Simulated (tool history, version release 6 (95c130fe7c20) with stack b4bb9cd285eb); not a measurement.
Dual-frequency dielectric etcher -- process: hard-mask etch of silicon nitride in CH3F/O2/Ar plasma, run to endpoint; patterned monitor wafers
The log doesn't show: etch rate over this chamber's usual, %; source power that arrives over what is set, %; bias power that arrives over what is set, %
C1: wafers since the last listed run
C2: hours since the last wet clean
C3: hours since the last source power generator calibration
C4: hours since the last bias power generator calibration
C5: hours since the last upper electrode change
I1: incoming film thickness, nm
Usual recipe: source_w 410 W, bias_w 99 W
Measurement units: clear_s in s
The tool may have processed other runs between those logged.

run 1 hour=0 | source_w=410 bias_w=99 | C1=0 C2=61.6 C3=1889.6 C4=3041.5 C5=3468.1 | I1=34.06 | clear_s=37.8
run 2 hour=12.7 | source_w=410 bias_w=99 | C1=106 C2=74.3 C3=1902.3 C4=3054.2 C5=3480.8 | I1=33.88 | clear_s=37.6
run 3 hour=29 | source_w=410 bias_w=99 | C1=136 C2=90.6 C3=1918.6 C4=3070.5 C5=3497.1 | I1=34.28 | clear_s=38.2
run 4 hour=56.7 | source_w=410 bias_w=99 | C1=232 C2=118.3 C3=1946.3 C4=3098.2 C5=3524.8 | I1=34.26 | clear_s=38
run 5 hour=85.8 | source_w=410 bias_w=99 | C1=244 C2=147.4 C3=1975.4 C4=3127.3 C5=3553.9 | I1=34.2 | clear_s=37.9
run 6 hour=112.8 | source_w=410 bias_w=99 | C1=226 C2=174.4 C3=2002.4 C4=3154.3 C5=3580.9 | I1=34.25 | clear_s=37.9
run 7 hour=127 | source_w=410 bias_w=112 | C1=119 C2=188.6 C3=2016.6 C4=3168.5 C5=3595.1 | I1=34.26 | clear_s=36.6
run 8 hour=148.6 | source_w=410 bias_w=112 | C1=181 C2=210.2 C3=2038.2 C4=3190.1 C5=3616.7 | I1=34.24 | clear_s=36.4
run 9 hour=182 | source_w=410 bias_w=112 | C1=280 C2=243.6 C3=2071.6 C4=3223.5 C5=3650.1 | I1=34.12 | clear_s=36.1
-- hour=212.1 upper electrode replaced
run 10 hour=212.6 | source_w=460 bias_w=99 | C1=55 C2=274.2 C3=2102.2 C4=3254.1 C5=0.5 | I1=34.6 | clear_s=36.4
run 11 hour=236.5 | source_w=460 bias_w=99 | C1=200 C2=298.1 C3=2126.1 C4=3278 C5=24.4 | I1=34.05 | clear_s=35.7
run 12 hour=257.6 | source_w=340 bias_w=99 | C1=176 C2=319.2 C3=2147.2 C4=3299.1 C5=45.5 | I1=33.95 | clear_s=40.8
run 13 hour=278.4 | source_w=340 bias_w=99 | C1=174 C2=340 C3=2168 C4=3319.9 C5=66.3 | I1=34.14 | clear_s=40.8
run 14 hour=293.3 | source_w=410 bias_w=88 | C1=124 C2=354.9 C3=2182.9 C4=3334.8 C5=81.2 | I1=33.77 | clear_s=38.7
run 15 hour=321.2 | source_w=340 bias_w=77 | C1=233 C2=382.8 C3=2210.8 C4=3362.7 C5=109.1 | I1=33.95 | clear_s=43.7
run 16 hour=373.6 | source_w=410 bias_w=99 | C1=439 C2=435.2 C3=2263.2 C4=3415.1 C5=161.5 | I1=34.07 | clear_s=37.3
-- hour=380.7 source power generator calibrated
-- hour=383.3 bias power generator calibrated
run 17 hour=409.2 | source_w=410 bias_w=99 | C1=243 C2=470.8 C3=28.5 C4=25.9 C5=197.1 | I1=34.26 | clear_s=37.6
run 18 hour=429.6 | source_w=410 bias_w=124 | C1=171 C2=491.2 C3=48.9 C4=46.3 C5=217.5 | I1=34.28 | clear_s=34.9
-- hour=466.5 wet clean of the chamber
run 19 hour=467 | source_w=510 bias_w=99 | C1=112 C2=0.5 C3=86.3 C4=83.7 C5=254.9 | I1=34.32 | clear_s=35
run 20 hour=475.2 | source_w=330 bias_w=120 | C1=68 C2=8.7 C3=94.5 C4=91.9 C5=263.1 | I1=33.97 | clear_s=39.2
run 21 hour=489.6 | source_w=440 bias_w=99 | C1=120 C2=23.1 C3=108.9 C4=106.3 C5=277.5 | I1=33.98 | clear_s=36.9
run 22 hour=511.1 | source_w=500 bias_w=122 | C1=180 C2=44.6 C3=130.4 C4=127.8 C5=299 | I1=33.97 | clear_s=32.5
run 23 hour=536.6 | source_w=410 bias_w=113 | C1=213 C2=70.1 C3=155.9 C4=153.3 C5=324.5 | I1=34.01 | clear_s=36.4
run 24 hour=555 | source_w=410 bias_w=99 | C1=154 C2=88.5 C3=174.3 C4=171.7 C5=342.9 | I1=34.49 | clear_s=38.4
run 25 hour=568.7 | source_w=440 bias_w=90 | C1=114 C2=102.2 C3=188 C4=185.4 C5=356.6 | I1=34.33 | clear_s=38.1
run 26 hour=588.4 | source_w=370 bias_w=118 | C1=165 C2=121.9 C3=207.7 C4=205.1 C5=376.3 | I1=33.88 | clear_s=37.2
run 27 hour=616 | source_w=370 bias_w=123 | C1=231 C2=149.5 C3=235.3 C4=232.7 C5=403.9 | I1=34.18 | clear_s=36.8

3 ways to go on from here, each from the tool as it stands after run 27. What would each give?
run A hour=616.4 | source_w=410 bias_w=99 | C1=3 C2=149.9 C3=235.7 C4=233.1 C5=404.3 | I1=34.21 | clear_s=?
run B hour=616.4 | source_w=360 bias_w=79 | C1=3 C2=149.9 C3=235.7 C4=233.1 C5=404.3 | I1=34.21 | clear_s=?
run C hour=616.4 | source_w=350 bias_w=87 | C1=3 C2=149.9 C3=235.7 C4=233.1 C5=404.3 | I1=34.21 | clear_s=?

run=A clear_s=37.9
run=B clear_s=43
run=C clear_s=42.3
With the hidden condition removed and each run's random variation left untouched, the same runs would have given:
run=A clear_s=38.2
run=B clear_s=43.4
run=C clear_s=42.7
